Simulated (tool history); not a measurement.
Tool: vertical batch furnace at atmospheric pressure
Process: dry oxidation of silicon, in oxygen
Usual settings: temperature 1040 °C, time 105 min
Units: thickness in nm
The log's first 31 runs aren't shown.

run    hour  temperature  time  wafers since the last listed run  hours since the last temperature calibration  hours since the boat lift was adjusted  hours since the gauge calibration  read-back reference wafer on the same gauge, thickness  thickness
 32  1565.8         1032    84                               636                                        1154.5                                   724.2                              523.4                                                   93.07      79.31
 33  1621.8         1040   105                               785                                        1210.5                                   780.2                              579.4                                                    93.1      99.25
 34    1685         1040   105                               886                                        1273.7                                   843.4                              642.6                                                   92.94      99.01
 35  1748.2         1040   105                               886                                        1336.9                                   906.6                              705.8                                                   92.92      99.11
 36  1805.7         1059   134                               806                                        1394.4                                   964.1                              763.3                                                   92.98     134.41
 37  1875.8         1031   135                               982                                        1464.5                                  1034.2                              833.4                                                   93.05     107.74
 38  1916.8         1040   105                               574                                        1505.5                                  1075.2                              874.4                                                   92.96      98.27
 39    1966         1031    68                               689                                        1554.7                                  1124.4                              923.6                                                      93       68.4

Forecast each of these 4 alternatives for the next run:
  A  1971.3         1029   105                                74                                          1560                                  1129.7                              928.9                                                       ?          ?
  B  1971.3         1023   105                                74                                          1560                                  1129.7                              928.9                                                       ?          ?
  C  1971.3         1064    66                                74                                          1560                                  1129.7                              928.9                                                       ?          ?
  D  1971.3         1022  65.5                                74                                          1560                                  1129.7                              928.9                                                       ?          ?

run  read-back reference wafer on the same gauge, thickness  thickness
  A                                                   92.98         90
  B                                                   92.98      85.32
  C                                                   92.98      89.05
  D                                                   92.98      61.73
Without the tool's hidden state the same runs would have given:
run  thickness
  A      91.98
  B      87.24
  C      90.83
  D      63.15
